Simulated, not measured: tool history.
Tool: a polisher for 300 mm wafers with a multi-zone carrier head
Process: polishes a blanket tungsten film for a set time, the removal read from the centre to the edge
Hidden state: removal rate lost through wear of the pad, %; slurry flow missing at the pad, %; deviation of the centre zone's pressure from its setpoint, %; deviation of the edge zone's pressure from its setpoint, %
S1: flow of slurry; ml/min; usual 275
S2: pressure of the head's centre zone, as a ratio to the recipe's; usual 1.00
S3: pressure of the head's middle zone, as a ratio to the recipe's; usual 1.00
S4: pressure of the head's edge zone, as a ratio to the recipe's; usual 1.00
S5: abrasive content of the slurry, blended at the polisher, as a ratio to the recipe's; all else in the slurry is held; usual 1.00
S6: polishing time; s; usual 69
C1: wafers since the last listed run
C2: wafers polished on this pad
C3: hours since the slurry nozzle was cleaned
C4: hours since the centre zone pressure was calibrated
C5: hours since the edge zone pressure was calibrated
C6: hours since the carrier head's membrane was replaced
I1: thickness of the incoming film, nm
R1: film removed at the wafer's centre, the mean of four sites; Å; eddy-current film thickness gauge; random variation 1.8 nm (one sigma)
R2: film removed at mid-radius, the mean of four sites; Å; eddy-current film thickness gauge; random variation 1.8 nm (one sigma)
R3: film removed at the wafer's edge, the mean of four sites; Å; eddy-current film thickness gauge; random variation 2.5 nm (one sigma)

run	hour	S1	S2	S3	S4	S5	S6	C1	C2	C3	C4	C5	C6	I1	R1	R2	R3
1	0.0	275	1.00	1.00	1.00	1.00	55	0	189	325.7	897.1	821.2	284.3	1203.8	1896	1959	1873
2	22.6	275	1.00	1.00	1.00	1.00	55	129	319	348.3	919.7	843.8	306.9	1184.1	1852	1926	1832
3	52.5	275	1.00	1.00	1.00	1.10	69	171	490	378.2	949.6	873.7	336.8	1193.2	2330	2473	2360
4	78.3	275	0.96	1.00	1.08	0.70	69	147	638	404.0	975.4	899.5	362.6	1217.1	1862	2056	2069
5	113.0	275	1.00	0.90	0.91	1.00	69	198	836	438.7	1010.1	934.2	397.3	1168.7	2161	2074	2149
6	140.1	275	0.88	0.97	1.00	1.00	69	155	991	465.8	1037.2	961.3	424.4	1199.1	1855	2218	2185
# hour 143.8: centre zone pressure recalibrated
# hour 150.7: worn pad replaced by a new one
7	157.8	180	1.09	1.00	0.91	1.00	60	66	40	483.5	14.0	979.0	442.1	1185.6	2285	2105	2010
# hour 179.7: edge zone pressure recalibrated
8	189.3	195	1.10	1.00	1.08	0.90	69	168	209	515.0	45.5	9.6	473.6	1207.1	2545	2307	2337
9	224.0	275	1.00	1.00	1.00	1.00	69	198	408	549.7	80.2	44.3	508.3	1189.6	2432	2422	2339
# hour 238.3: carrier head's membrane replaced by a new one
10	258.6	275	1.00	1.00	1.00	1.00	69	169	577	584.3	114.8	78.9	20.3	1192.9	2398	2390	2319
11	283.8	370	0.88	1.00	1.00	0.85	87	144	722	609.5	140.0	104.1	45.5	1182.7	2523	2864	2762
# hour 299.9: slurry nozzle cleaned
# hour 301.1: worn pad replaced by a new one
12	308.5	345	0.89	1.00	1.00	1.00	69	129	42	8.6	164.7	128.8	70.2	1176.7	2275	2533	2459
13	359.3	275	1.00	1.00	1.00	1.00	69	290	333	59.4	215.5	179.6	121.0	1213.7	2444	2446	2365
14	383.5	325	1.00	1.00	1.00	0.75	69	138	471	83.6	239.7	203.8	145.2	1215.9	2188	2205	2117
15	412.3	275	1.00	1.00	1.00	1.00	69	164	636	112.4	268.5	232.6	174.0	1193.5	2373	2355	2276
16	436.3	275	1.00	1.00	1.00	1.00	69	137	774	136.4	292.5	256.6	198.0	1188.3	2308	2328	2245
# hour 450.5: worn pad replaced by a new one
17	450.8	340	1.00	1.00	1.00	1.00	69	60	1	150.9	307.0	271.1	212.5	1197.1	2524	2511	2409
18	482.0	275	1.00	1.05	1.00	1.00	69	178	180	182.1	338.2	302.3	243.7	1187.7	2458	2498	2338
19	503.7	345	1.08	1.00	1.00	1.00	69	124	304	203.8	359.9	324.0	265.4	1175.8	2627	2449	2326
20	536.9	330	1.09	1.00	0.92	1.00	88	190	494	237.0	393.1	357.2	298.6	1183.5	3353	3073	2837

Forecast each of these 5 alternatives for the next run:
A	537.3	275	0.95	1.00	1.00	1.00	69	2	497	237.4	393.5	357.6	299.0	1196.0	?	?	?
B	537.3	275	1.12	1.00	0.90	1.10	81	2	497	237.4	393.5	357.6	299.0	1196.0	?	?	?
C	537.3	275	1.00	1.00	1.00	0.70	50	2	497	237.4	393.5	357.6	299.0	1196.0	?	?	?
D	537.3	330	1.00	1.00	1.00	1.15	69	2	497	237.4	393.5	357.6	299.0	1196.0	?	?	?
E	537.3	235	1.00	0.95	1.00	1.00	56	2	497	237.4	393.5	357.6	299.0	1196.0	?	?	?

run	R1	R2	R3
A	2226	2327	2310
B	3186	2818	2664
C	1494	1482	1471
D	2494	2471	2445
E	1875	1785	1858
Without the tool's hidden state the same runs would have given:
run	R1	R2	R3
A	2443	2506	2488
B	3495	3034	2869
C	1639	1596	1585
D	2737	2661	2633
E	2058	1922	2001

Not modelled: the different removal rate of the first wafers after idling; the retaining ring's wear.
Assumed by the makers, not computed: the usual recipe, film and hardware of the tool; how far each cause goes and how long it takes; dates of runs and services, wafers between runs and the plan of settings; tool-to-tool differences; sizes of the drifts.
